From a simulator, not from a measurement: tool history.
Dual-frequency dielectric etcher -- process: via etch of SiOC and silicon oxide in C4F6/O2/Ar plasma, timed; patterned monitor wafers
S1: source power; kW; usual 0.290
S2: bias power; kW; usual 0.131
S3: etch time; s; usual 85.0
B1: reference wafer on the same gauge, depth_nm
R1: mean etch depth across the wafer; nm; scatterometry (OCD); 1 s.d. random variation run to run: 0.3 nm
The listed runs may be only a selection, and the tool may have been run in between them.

run 1 hour=0.0 | S1=0.290 S2=0.131 S3=85.0 | B1=78.8 | R1=83.9
run 2 hour=60.8 | S1=0.290 S2=0.131 S3=85.0 | B1=78.8 | R1=83.7
run 3 hour=110.6 | S1=0.290 S2=0.131 S3=85.0 | B1=78.8 | R1=84.1
run 4 hour=193.5 | S1=0.290 S2=0.131 S3=85.0 | B1=78.8 | R1=84.8
run 5 hour=231.9 | S1=0.290 S2=0.131 S3=85.0 | B1=78.7 | R1=84.8
run 6 hour=278.1 | S1=0.310 S2=0.131 S3=85.0 | B1=78.8 | R1=88.2
run 7 hour=376.7 | S1=0.310 S2=0.131 S3=85.0 | B1=78.8 | R1=88.9
run 8 hour=463.0 | S1=0.310 S2=0.131 S3=85.0 | B1=78.9 | R1=89.1
run 9 hour=510.7 | S1=0.290 S2=0.131 S3=85.0 | B1=78.8 | R1=86.2
-- hour=552.2 wet clean of the chamber
run 10 hour=608.9 | S1=0.290 S2=0.156 S3=85.0 | B1=78.9 | R1=88.3
run 11 hour=680.1 | S1=0.290 S2=0.141 S3=91.0 | B1=78.7 | R1=91.2
run 12 hour=753.6 | S1=0.290 S2=0.141 S3=91.0 | B1=78.8 | R1=92.6
run 13 hour=839.4 | S1=0.290 S2=0.141 S3=91.0 | B1=78.7 | R1=92.3
-- hour=868.9 bias power generator calibrated
run 14 hour=937.3 | S1=0.290 S2=0.131 S3=85.0 | B1=78.8 | R1=84.7
run 15 hour=974.7 | S1=0.290 S2=0.140 S3=105.0 | B1=78.8 | R1=107.3
run 16 hour=1012.8 | S1=0.290 S2=0.131 S3=99.5 | B1=78.8 | R1=99.7
-- hour=1079.3 wet clean of the chamber
run 17 hour=1103.4 | S1=0.290 S2=0.112 S3=95.5 | B1=78.8 | R1=88.8
-- hour=1176.2 upper electrode replaced
run 18 hour=1176.7 | S1=0.290 S2=0.131 S3=85.0 | B1=78.8 | R1=82.5
-- hour=1203.5 gauge calibrated
run 19 hour=1211.7 | S1=0.260 S2=0.131 S3=100.0 | B1=78.8 | R1=91.1
-- hour=1272.9 source power generator calibrated
run 20 hour=1310.8 | S1=0.250 S2=0.131 S3=110.0 | B1=78.8 | R1=101.4
run 21 hour=1351.6 | S1=0.270 S2=0.163 S3=64.5 | B1=78.8 | R1=67.3
run 22 hour=1421.0 | S1=0.320 S2=0.151 S3=85.0 | B1=78.7 | R1=96.0
run 23 hour=1463.2 | S1=0.290 S2=0.131 S3=85.0 | B1=78.8 | R1=87.1
run 24 hour=1544.2 | S1=0.320 S2=0.131 S3=76.0 | B1=78.8 | R1=82.8
-- hour=1585.2 wet clean of the chamber
run 25 hour=1645.4 | S1=0.260 S2=0.160 S3=65.5 | B1=78.8 | R1=64.7
run 26 hour=1708.1 | S1=0.290 S2=0.140 S3=105.0 | B1=78.9 | R1=107.4
run 27 hour=1813.1 | S1=0.240 S2=0.117 S3=70.5 | B1=78.8 | R1=60.7
run 28 hour=1876.2 | S1=0.290 S2=0.131 S3=85.0 | B1=78.8 | R1=85.9
run 29 hour=1936.5 | S1=0.220 S2=0.131 S3=104.5 | B1=78.8 | R1=88.7

Predict each of these 4 candidate next runs independently; none follows another, all start after run 29:
run A hour=1936.9 | S1=0.290 S2=0.131 S3=85.0 | B1=? | R1=?
run B hour=1936.9 | S1=0.290 S2=0.131 S3=103.0 | B1=? | R1=?
run C hour=1936.9 | S1=0.290 S2=0.098 S3=104.0 | B1=? | R1=?
run D hour=1936.9 | S1=0.260 S2=0.164 S3=85.0 | B1=? | R1=?

run=A B1=78.8 R1=85.7
run=B B1=78.8 R1=103.8
run=C B1=78.8 R1=96.4
run=D B1=78.8 R1=86.0
Without the tool's hidden state the same runs would have given:
run=A R1=84.5
run=B R1=102.4
run=C R1=95.1
run=D R1=84.8

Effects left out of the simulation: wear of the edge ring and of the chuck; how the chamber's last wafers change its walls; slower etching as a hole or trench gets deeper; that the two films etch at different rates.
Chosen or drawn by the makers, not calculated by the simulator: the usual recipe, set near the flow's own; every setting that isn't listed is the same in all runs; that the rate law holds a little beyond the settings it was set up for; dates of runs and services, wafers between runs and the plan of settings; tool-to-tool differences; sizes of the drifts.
